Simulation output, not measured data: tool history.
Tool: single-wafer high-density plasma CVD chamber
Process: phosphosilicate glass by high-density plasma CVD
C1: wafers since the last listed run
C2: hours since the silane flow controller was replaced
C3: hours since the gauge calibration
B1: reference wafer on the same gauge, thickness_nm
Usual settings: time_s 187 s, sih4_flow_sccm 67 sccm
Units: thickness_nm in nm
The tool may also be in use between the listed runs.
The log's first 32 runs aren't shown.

{"run": 33, "day": 16.542, "time_s": 152, "sih4_flow_sccm": 67, "C1": 134, "C2": 5254.1, "C3": 128.4, "B1": 1459.888, "thickness_nm": 1041.081}
{"run": 34, "day": 17.625, "time_s": 212, "sih4_flow_sccm": 67, "C1": 266, "C2": 5280.1, "C3": 154.4, "B1": 1459.738, "thickness_nm": 1447.902}
{"day": 18.225, "done": "silane flow controller replaced"}
{"run": 35, "day": 18.246, "time_s": 159, "sih4_flow_sccm": 67, "C1": 70, "C2": 0.5, "C3": 169.3, "B1": 1460.306, "thickness_nm": 1168.21}
{"run": 36, "day": 18.567, "time_s": 221, "sih4_flow_sccm": 78, "C1": 78, "C2": 8.2, "C3": 177.0, "B1": 1460.18, "thickness_nm": 1889.298}
{"run": 37, "day": 19.138, "time_s": 187, "sih4_flow_sccm": 67, "C1": 140, "C2": 21.9, "C3": 190.7, "B1": 1460.294, "thickness_nm": 1378.026}
{"run": 38, "day": 19.488, "time_s": 169, "sih4_flow_sccm": 60, "C1": 86, "C2": 30.3, "C3": 199.1, "B1": 1460.508, "thickness_nm": 1114.37}
{"run": 39, "day": 21.708, "time_s": 187, "sih4_flow_sccm": 75, "C1": 546, "C2": 83.6, "C3": 252.4, "B1": 1460.287, "thickness_nm": 1536.568}
{"run": 40, "day": 23.55, "time_s": 187, "sih4_flow_sccm": 67, "C1": 453, "C2": 127.8, "C3": 296.6, "B1": 1460.053, "thickness_nm": 1369.972}
{"run": 41, "day": 23.821, "time_s": 201, "sih4_flow_sccm": 67, "C1": 66, "C2": 134.3, "C3": 303.1, "B1": 1460.428, "thickness_nm": 1477.461}
{"run": 42, "day": 24.25, "time_s": 159, "sih4_flow_sccm": 62, "C1": 105, "C2": 144.6, "C3": 313.4, "B1": 1460.264, "thickness_nm": 1082.644}

Forecast run 43:
{"run": 43, "day": 24.825, "time_s": 203, "sih4_flow_sccm": 67, "C1": 141, "C2": 158.4, "C3": 327.2, "B1": "?", "thickness_nm": "?"}

B1: 1460.050
thickness_nm: 1495.527 nm
Without the tool's hidden state the same run would have given thickness_nm 1495.404 nm.

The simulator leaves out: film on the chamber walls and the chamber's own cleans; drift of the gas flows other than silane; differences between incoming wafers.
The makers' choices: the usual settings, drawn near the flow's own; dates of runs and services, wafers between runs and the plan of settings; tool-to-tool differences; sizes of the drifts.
